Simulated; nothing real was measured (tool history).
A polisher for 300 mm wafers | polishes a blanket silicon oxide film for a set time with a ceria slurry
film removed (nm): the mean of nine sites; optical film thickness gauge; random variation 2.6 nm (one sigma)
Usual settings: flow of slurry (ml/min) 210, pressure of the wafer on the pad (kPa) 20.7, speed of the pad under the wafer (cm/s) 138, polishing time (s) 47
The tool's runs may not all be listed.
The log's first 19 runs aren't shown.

run	hour	flow of slurry (ml/min)	pressure of the wafer on the pad (kPa)	speed of the pad under the wafer (cm/s)	polishing time (s)	incoming thickness of the incoming film, nm	film removed (nm)
20	217.1	240	25.5	156	47	981.2	390.9
21	225.9	160	24.8	138	59	974.1	399.2
22	234.2	230	25.5	176	62	977.8	577.8
23	242.5	210	26.9	170	33	988	302.4
24	249.9	285	18.6	168	47	970.2	349.9
# hour 261: slurry nozzle cleaned
25	261.5	210	20.7	138	47	980.5	311.1
26	274.8	185	26.2	138	51	971.6	377.8
27	292.8	235	17.9	178	47	988.1	363.7
28	299.7	145	17.9	138	47	982	270
29	310.5	210	20.7	160	47	972.9	349.9
30	326.1	210	15.9	186	38	962.8	281.5
31	337.2	145	22.8	170	57	989.8	451.5
32	344.9	175	26.2	138	47	979.3	343
33	351.3	210	20.7	138	47	977.7	305.3

Forecast each of these 5 alternatives for the next run:
A	351.7	210	20.7	138	47	997	?
B	351.7	210	15.2	138	58	997	?
C	351.7	250	20.7	174	47	997	?
D	351.7	210	20.7	138	61	997	?
E	351.7	175	23.4	172	56	997	?

run	film removed (nm)
A	302
B	313
C	384.3
D	391.9
E	465.9
Without the tool's hidden state the same runs would have given:
run	film removed (nm)
A	310.2
B	321.6
C	393.4
D	402.6
E	480.8
